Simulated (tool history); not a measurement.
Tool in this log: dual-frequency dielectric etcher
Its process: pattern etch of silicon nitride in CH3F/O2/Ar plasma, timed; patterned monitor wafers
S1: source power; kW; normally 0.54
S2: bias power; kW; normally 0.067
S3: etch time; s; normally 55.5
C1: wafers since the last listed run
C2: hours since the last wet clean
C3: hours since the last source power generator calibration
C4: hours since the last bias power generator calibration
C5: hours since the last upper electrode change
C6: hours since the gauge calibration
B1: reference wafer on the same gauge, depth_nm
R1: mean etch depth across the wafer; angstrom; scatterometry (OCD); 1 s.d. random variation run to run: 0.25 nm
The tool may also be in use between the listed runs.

run	hour	S1	S2	S3	C1	C2	C3	C4	C5	C6	B1	R1
1	0	0.54	0.067	55.5	0	368.7	2033.5	2310.9	4320.4	4.3	39.18	415.7
# hour 4.7: wet clean of the chamber
2	55.1	0.54	0.067	55.5	607	50.4	2088.6	2366	4375.5	59.4	39.11	411.5
3	110.4	0.54	0.067	55.5	666	105.7	2143.9	2421.3	4430.8	114.7	39.1	415.9
4	152	0.54	0.08	55.5	501	147.3	2185.5	2462.9	4472.4	156.3	39.15	435.5
5	176.3	0.54	0.08	55.5	292	171.6	2209.8	2487.2	4496.7	180.6	39.12	437.6
6	217.8	0.54	0.08	55.5	500	213.1	2251.3	2528.7	4538.2	222.1	39.19	442.9
7	283.5	0.54	0.067	55.5	791	278.8	2317	2594.4	4603.9	287.8	39.06	413.5
8	314	0.54	0.067	55.5	367	309.3	2347.5	2624.9	4634.4	318.3	39.1	419.2
9	357.1	0.59	0.067	55.5	519	352.4	2390.6	2668	4677.5	361.4	39.06	435.1
# hour 409.8: wet clean of the chamber
10	418.7	0.59	0.067	55.5	453	8.9	2452.2	2729.6	4739.1	423	39.01	427.2
11	487.4	0.59	0.067	55.5	827	77.6	2520.9	2798.3	4807.8	491.7	39.09	433.6
12	544.7	0.54	0.067	55.5	690	134.9	2578.2	2855.6	4865.1	549	39.12	411
# hour 576.8: bias power generator calibrated
13	593.6	0.54	0.067	55.5	541	183.8	2627.1	16.8	4914	597.9	38.99	413.4
14	665.1	0.63	0.067	55.5	861	255.3	2698.6	88.3	4985.5	669.4	39.04	440.7
# hour 715.8: wet clean of the chamber
# hour 720.8: upper electrode replaced
15	721.3	0.62	0.067	55.5	327	5.5	2754.8	144.5	0.5	725.6	39.08	444.1
16	746.6	0.54	0.067	55.5	304	30.8	2780.1	169.8	25.8	750.9	39.03	417.4
# hour 770.3: gauge calibrated
17	777.5	0.49	0.067	46.5	372	61.7	2811	200.7	56.7	7.2	39.15	331.7
18	825.9	0.54	0.054	55.5	583	110.1	2859.4	249.1	105.1	55.6	39.09	390.6
19	857.9	0.5	0.067	71	385	142.1	2891.4	281.1	137.1	87.6	39.15	510.3
# hour 891.6: source power generator calibrated
20	892.1	0.5	0.053	40.5	363	176.3	0.5	315.3	171.3	121.8	39.1	268.7
21	914.1	0.64	0.067	55.5	265	198.3	22.5	337.3	193.3	143.8	39.12	448
22	949.8	0.5	0.063	40	430	234	58.2	373	229	179.5	39.11	282.2
23	993.4	0.54	0.057	55.5	525	277.6	101.8	416.6	272.6	223.1	39.12	392.9
# hour 1059.3: wet clean of the chamber
24	1059.8	0.54	0.067	62	510	0.5	168.2	483	339	289.5	39.08	459.6
25	1122.7	0.5	0.054	64	757	63.4	231.1	545.9	401.9	352.4	39.11	432
26	1176.4	0.5	0.063	40	647	117.1	284.8	599.6	455.6	406.1	39.11	280
27	1202.5	0.67	0.073	70	314	143.2	310.9	625.7	481.7	432.2	39.14	593.2

4 ways to go on from here, each from the tool as it stands after run 27. What would each give?
A	1202.9	0.54	0.078	55.5	4	143.6	311.3	626.1	482.1	432.6	?	?
B	1202.9	0.54	0.057	66	4	143.6	311.3	626.1	482.1	432.6	?	?
C	1202.9	0.44	0.055	47	4	143.6	311.3	626.1	482.1	432.6	?	?
D	1202.9	0.66	0.067	55.5	4	143.6	311.3	626.1	482.1	432.6	?	?

run	B1	R1
A	39.11	429.2
B	39.11	465.8
C	39.11	294.2
D	39.11	453.3
What these runs would have given with no unlogged condition in the tool:
run	R1
A	429.2
B	465.8
C	294.2
D	453.3
